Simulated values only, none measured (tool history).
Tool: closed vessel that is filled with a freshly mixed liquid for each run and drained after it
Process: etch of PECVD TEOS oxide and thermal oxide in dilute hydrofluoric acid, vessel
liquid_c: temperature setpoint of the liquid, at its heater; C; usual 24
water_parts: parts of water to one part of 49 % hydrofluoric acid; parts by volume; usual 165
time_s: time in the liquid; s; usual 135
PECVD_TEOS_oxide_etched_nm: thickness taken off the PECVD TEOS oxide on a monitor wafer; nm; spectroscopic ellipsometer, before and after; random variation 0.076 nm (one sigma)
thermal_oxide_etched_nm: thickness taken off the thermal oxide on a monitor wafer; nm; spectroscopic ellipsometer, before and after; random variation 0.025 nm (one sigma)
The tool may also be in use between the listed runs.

run	day	liquid_c	water_parts	time_s	read-back film thickness of the PECVD TEOS oxide reference wafer, read on the same gauge (nm)	read-back film thickness of the thermal oxide reference wafer, read on the same gauge (nm)	PECVD_TEOS_oxide_etched_nm	thermal_oxide_etched_nm
1	0	24	165	135	30	129.991	7.55	3.632
2	3.012	24	165	135	30	130.04	7.52	3.66
3	6.646	25.5	165	180	30	130.003	10.45	5.134
4	11.079	20	165	135	30.01	129.997	6.37	3.093
5	13.275	24	165	155	29.98	130.012	8.56	4.141
# day 13.325: hydrofluoric acid flow meter replaced
6	25.575	24	165	135	30	129.991	7.46	3.589
7	28.229	24	165	135	29.99	129.993	7.41	3.518
8	29.942	24	165	135	30	130.015	7.33	3.605
9	33.004	24	165	100	30	129.976	5.46	2.656
10	35.683	28	100	160	29.98	130.037	17.69	8.68
11	37.767	24	165	135	29.97	129.974	7.37	3.537
12	39.771	28.5	195	105	30	130.003	5.46	2.687
13	44.242	24	165	135	30.01	130.009	7.35	3.508
14	46.288	24	165	110	29.99	129.987	6.01	2.867
15	48.983	20	165	135	30	129.981	6.17	3.009
16	52.654	24	240	210	30.02	130.029	7.16	3.514
# day 52.721: thermometer replaced
17	55.112	24	165	135	30	129.988	8.11	3.921
18	57.271	20	195	65	30	129.992	2.69	1.331
19	61.429	28	165	200	29.96	130.021	13.65	6.77
20	65.304	20.5	110	135	29.99	129.979	11.19	5.367
# day 65.917: gauge calibrated
21	68.317	19.5	165	190	30.02	129.997	9.39	4.557
22	70.317	24	140	70	30.01	130.025	5.08	2.416
23	83.346	26.5	220	70	29.99	130.004	3.22	1.524
# day 83.446: hydrofluoric acid flow meter replaced
24	86.675	19.5	165	185	29.99	130.04	9.01	4.427
25	90.392	24	165	115	30.01	129.977	6.76	3.26
26	93.254	29	165	180	30.01	129.988	12.51	6.086

4 ways to go on from here, each from the tool as it stands after run 26. What would each give?
A	93.283	24	165	55	?	?	?	?
B	93.283	27.5	195	135	?	?	?	?
C	93.283	24	240	135	?	?	?	?
D	93.283	21.5	185	110	?	?	?	?

run	read-back film thickness of the PECVD TEOS oxide reference wafer, read on the same gauge (nm)	read-back film thickness of the thermal oxide reference wafer, read on the same gauge (nm)	PECVD_TEOS_oxide_etched_nm	thermal_oxide_etched_nm
A	29.99	129.986	3.13	1.556
B	29.99	129.986	7.17	3.56
C	29.99	129.986	4.89	2.428
D	29.99	129.986	4.97	2.469
Without the tool's hidden state the same runs would have given:
run	PECVD_TEOS_oxide_etched_nm	thermal_oxide_etched_nm
A	3.27	1.621
B	7.45	3.7
C	5.08	2.524
D	5.18	2.573
